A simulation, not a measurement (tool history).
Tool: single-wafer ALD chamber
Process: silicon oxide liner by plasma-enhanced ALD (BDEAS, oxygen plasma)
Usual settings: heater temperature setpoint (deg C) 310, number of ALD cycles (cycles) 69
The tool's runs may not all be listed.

run    hour  heater temperature setpoint (deg C)  number of ALD cycles (cycles)  read-back reference wafer on the same gauge, thickness_nm  mean film thickness on the monitor wafer (Å)
  1       0                                  310                             69                                                      7.452                                         69.96
  2    53.6                                  310                             69                                                      7.459                                         69.81
  3   116.9                                  310                             69                                                      7.456                                          70.4
  4   221.5                                  310                             65                                                       7.47                                         66.39
  5   291.9                                  310                             65                                                      7.472                                         65.86
  6   360.3                                  310                             69                                                      7.477                                         69.96
  7     400                                  310                             69                                                      7.476                                         70.35
  8   466.2                                  320                             72                                                      7.489                                         72.37
  9   535.4                                  310                             59                                                      7.496                                         60.12
 10   607.1                                  303                             60                                                      7.485                                         61.85
 11   701.3                                  310                             69                                                        7.5                                         70.37
 12   777.1                                  310                             69                                                      7.503                                         70.58
 13   867.5                                  314                             75                                                      7.504                                         76.49
 14   936.4                                  310                             78                                                      7.441                                         78.98
 15   990.4                                  298                             78                                                       7.44                                         81.35
 16  1090.5                                  310                             63                                                      7.451                                         64.26
 17    1151                                  296                             57                                                      7.456                                         60.02
 18  1217.1                                  319                             55                                                      7.465                                         55.29

Taken out of this log: 2 entries between the listed runs. Where each belongs, and how the hidden state differs across it:
Between runs 7 and 8: thermocouple changed; heater temperature recalibrated (hour 430.7)
  gauge reads high (%): 0.52 -> 0.579
  measured less the result without the state, mean film thickness on the monitor wafer (Å): +0.37 -> +0.42
Between runs 13 and 14: gauge calibrated (hour 911.1)
  gauge reads high (%): 0.933 -> 0.042
  measured less the result without the state, mean film thickness on the monitor wafer (Å): +0.71 -> +0.03

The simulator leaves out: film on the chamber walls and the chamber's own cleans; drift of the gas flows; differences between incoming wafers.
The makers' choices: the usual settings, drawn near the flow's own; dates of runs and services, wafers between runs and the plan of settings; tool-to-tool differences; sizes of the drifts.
